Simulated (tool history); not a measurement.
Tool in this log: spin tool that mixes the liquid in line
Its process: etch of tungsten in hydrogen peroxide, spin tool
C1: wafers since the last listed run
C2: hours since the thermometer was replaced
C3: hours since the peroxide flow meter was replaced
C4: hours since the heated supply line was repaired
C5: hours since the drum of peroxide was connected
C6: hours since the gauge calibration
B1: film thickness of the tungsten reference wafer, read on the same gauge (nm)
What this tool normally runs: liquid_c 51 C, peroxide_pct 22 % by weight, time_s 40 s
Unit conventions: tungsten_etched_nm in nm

Run 1, day 0: usual settings but peroxide_pct 23.5 % by weight; C1 0; C2 345.7; C3 1152.6; C4 977.9; C5 607.4; C6 1785; B1 127.7. Result: tungsten_etched_nm 38.3 nm.
Run 2, day 1.717: usual settings but peroxide_pct 23.5 % by weight; C1 798; C2 386.9; C3 1193.8; C4 1019.1; C5 648.6; C6 1826.2; B1 127.68. Result: tungsten_etched_nm 38.32 nm.
Run 3, day 3.8: usual settings; C1 968; C2 436.9; C3 1243.8; C4 1069.1; C5 698.6; C6 1876.2; B1 127.58. Result: tungsten_etched_nm 36.95 nm.
Run 4, day 7.15: usual settings but peroxide_pct 25 % by weight; C1 1557; C2 517.3; C3 1324.2; C4 1149.5; C5 779; C6 1956.6; B1 127.38. Result: tungsten_etched_nm 39.23 nm.
Run 5, day 9.329: usual settings but liquid_c 43 C; C1 1013; C2 569.6; C3 1376.5; C4 1201.8; C5 831.3; C6 2008.9; B1 127.34. Result: tungsten_etched_nm 22.2 nm.
Run 6, day 13.546: usual settings but peroxide_pct 26 % by weight, time_s 25 s; C1 1960; C2 670.8; C3 1477.7; C4 1303; C5 932.5; C6 2110.1; B1 127.14. Result: tungsten_etched_nm 24.87 nm.
At day 15.954: new drum of peroxide connected.
Run 7, day 17.221: usual settings but peroxide_pct 26 % by weight, time_s 25 s; C1 1689; C2 759; C3 1565.9; C4 1391.2; C5 30.4; C6 2198.3; B1 126.95. Result: tungsten_etched_nm 24.99 nm.
At day 19.012: gauge calibrated.
Run 8, day 20.892: usual settings but peroxide_pct 26 % by weight, time_s 25 s; C1 1707; C2 847.1; C3 1654; C4 1479.3; C5 118.5; C6 45.1; B1 129.4. Result: tungsten_etched_nm 25.6 nm.
Run 9, day 23.508: usual settings but time_s 35 s; C1 1216; C2 909.9; C3 1716.8; C4 1542.1; C5 181.3; C6 107.9; B1 129.3. Result: tungsten_etched_nm 32.72 nm.
At day 26.371: thermometer replaced.
Run 10, day 26.667: usual settings but time_s 35 s; C1 1449; C2 7.1; C3 1792.6; C4 1617.9; C5 257.1; C6 183.7; B1 129.21. Result: tungsten_etched_nm 32.64 nm.
Run 11, day 28.421: usual settings but time_s 35 s; C1 815; C2 49.2; C3 1834.7; C4 1660; C5 299.2; C6 225.8; B1 129.14. Result: tungsten_etched_nm 32.84 nm.
At day 28.896: heated supply line repaired.
Run 12, day 31.075: usual settings but time_s 50 s; C1 1214; C2 112.9; C3 1898.4; C4 52.3; C5 362.9; C6 289.5; B1 129. Result: tungsten_etched_nm 46.5 nm.
Run 13, day 34.917: usual settings but liquid_c 45.5 C, peroxide_pct 17.5 % by weight; C1 1786; C2 205.1; C3 1990.6; C4 144.5; C5 455.1; C6 381.7; B1 128.87. Result: tungsten_etched_nm 23.61 nm.
Run 14, day 36.617: usual settings but liquid_c 46.5 C, peroxide_pct 16 % by weight, time_s 50 s; C1 790; C2 245.9; C3 2031.4; C4 185.3; C5 495.9; C6 422.5; B1 128.79. Result: tungsten_etched_nm 30.06 nm.
Run 15, day 39.308: usual settings but liquid_c 58 C, peroxide_pct 25 % by weight, time_s 25 s; C1 1251; C2 310.5; C3 2096; C4 249.9; C5 560.5; C6 487.1; B1 128.67. Result: tungsten_etched_nm 37.65 nm.

Forecast run 16:
Run 16, day 41.696: usual settings; C1 1110; C2 367.8; C3 2153.3; C4 307.2; C5 617.8; C6 544.4; B1 ?. Result: tungsten_etched_nm ?.

B1: 128.58
tungsten_etched_nm: 36.99 nm
On a tool with no hidden condition, and with the same random variation, this run would have come out at tungsten_etched_nm 37.4 nm.
